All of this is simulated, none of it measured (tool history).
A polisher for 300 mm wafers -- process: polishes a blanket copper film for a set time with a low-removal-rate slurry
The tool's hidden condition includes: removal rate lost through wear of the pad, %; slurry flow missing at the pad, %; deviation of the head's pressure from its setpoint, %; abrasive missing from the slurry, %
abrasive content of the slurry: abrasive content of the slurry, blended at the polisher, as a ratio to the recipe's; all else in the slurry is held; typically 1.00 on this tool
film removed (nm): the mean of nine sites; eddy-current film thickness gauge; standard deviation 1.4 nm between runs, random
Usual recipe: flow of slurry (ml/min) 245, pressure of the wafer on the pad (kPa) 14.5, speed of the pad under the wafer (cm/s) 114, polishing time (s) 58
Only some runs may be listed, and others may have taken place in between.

run	day	flow of slurry (ml/min)	pressure of the wafer on the pad (kPa)	speed of the pad under the wafer (cm/s)	abrasive content of the slurry	polishing time (s)	wafers since the last listed run	wafers polished on this pad	hours since the slurry nozzle was cleaned	hours since the head pressure was calibrated	hours since the slurry blender was calibrated	incoming thickness of the incoming film, nm	film removed (nm)
1	0.000	245	14.5	114	1.00	58	0	2415	619.7	275.4	227.4	1410.7	154.2
# day 5.854: slurry nozzle cleaned
2	11.996	245	14.5	114	1.00	58	3342	5757	147.4	563.3	515.3	1384.3	144.5
3	16.142	245	14.5	114	1.00	68	1159	6916	246.9	662.8	614.8	1376.5	166.4
4	18.750	245	14.5	114	1.00	68	729	7645	309.5	725.4	677.4	1431.6	163.8
# day 19.354: slurry blender recalibrated
5	20.800	245	14.5	140	1.00	58	549	8195	358.7	774.6	34.7	1423.2	187.1
6	24.738	245	14.5	140	1.00	58	1100	9296	453.2	869.1	129.2	1375.6	173.8
# day 25.462: head pressure recalibrated
# day 25.542: worn pad replaced by a new one
7	33.908	245	14.5	140	1.00	58	2518	2339	673.3	202.7	349.3	1387.2	189.5
8	36.817	245	14.5	114	1.00	58	813	3152	743.1	272.5	419.1	1384.8	150.2
9	38.408	245	14.5	114	1.00	58	444	3597	781.3	310.7	457.3	1396.5	149.2
10	40.121	245	14.5	114	1.00	47	478	4076	822.4	351.8	498.4	1402.6	122.1
11	42.846	200	14.5	138	1.00	58	761	4838	887.8	417.2	563.8	1407.7	176.7
# day 43.775: slurry nozzle cleaned
12	44.638	245	14.5	114	1.00	44	489	5327	20.7	460.2	606.8	1427.2	111.4
13	46.179	245	14.5	114	1.00	58	431	5758	57.7	497.2	643.8	1392.2	146.5
14	49.312	245	14.5	114	1.00	68	876	6634	132.9	572.4	719.0	1405.1	166.2
15	51.217	245	14.5	114	1.00	58	532	7167	178.6	618.1	764.7	1417.1	143.1
# day 52.629: slurry blender recalibrated
16	54.688	245	14.5	142	0.80	58	947	8114	261.9	701.4	49.4	1381.6	177.0
# day 57.833: head pressure recalibrated
17	58.804	245	17.2	114	1.00	58	1127	9241	360.7	23.3	148.2	1396.6	169.7
18	61.375	190	14.5	152	1.00	72	718	9960	422.4	85.0	209.9	1372.2	226.1
# day 63.612: worn pad replaced by a new one
19	63.633	245	14.5	76	0.80	58	584	6	476.6	139.2	264.1	1408.6	98.2
20	66.725	290	14.5	102	1.00	66	864	870	550.8	213.4	338.3	1419.2	159.1
21	79.317	245	14.5	114	1.00	58	3520	4390	853.0	515.6	640.5	1401.5	148.2
# day 80.225: slurry nozzle cleaned
# day 83.708: slurry blender recalibrated
22	83.729	245	14.5	114	1.00	63	1198	5589	84.1	621.5	0.5	1393.7	170.0
23	85.200	245	14.5	114	1.00	58	411	6000	119.4	656.8	35.8	1406.4	157.4
# day 95.112: head pressure recalibrated
24	96.371	190	14.5	114	1.00	40	3099	9100	387.5	30.2	303.9	1385.6	95.5
25	100.175	245	17.9	94	1.00	46	1063	10164	478.8	121.5	395.2	1397.1	111.1
# day 101.654: worn pad replaced by a new one
26	104.608	245	14.5	114	1.00	58	1192	826	585.2	227.9	501.6	1394.9	151.5
27	117.212	245	12.4	76	0.75	65	3523	4350	887.7	530.4	804.1	1381.1	86.2
# day 118.179: slurry blender recalibrated
# day 118.967: slurry nozzle cleaned
28	121.708	275	13.1	114	1.00	58	1222	5572	65.8	638.3	84.7	1401.0	141.0
29	123.958	245	14.5	114	1.00	58	629	6201	119.8	692.3	138.7	1384.2	151.0
30	127.912	245	11.0	114	1.25	76	1105	7306	214.7	787.2	233.6	1391.9	156.2
31	131.267	245	14.5	140	1.00	58	937	8244	295.2	867.7	314.1	1406.6	174.1

Below are 3 alternative next runs, each starting from the tool's condition after run 31. Predict each:
A	131.283	245	14.5	114	1.00	74	4	8249	295.6	868.1	314.5	1425.7	?
B	131.283	190	14.5	114	0.90	58	4	8249	295.6	868.1	314.5	1425.7	?
C	131.283	245	14.5	114	0.70	58	4	8249	295.6	868.1	314.5	1425.7	?

run	film removed (nm)
A	178.2
B	132.3
C	125.0
What these runs would have given with no unlogged condition in the tool:
run	film removed (nm)
A	210.1
B	155.8
C	146.8
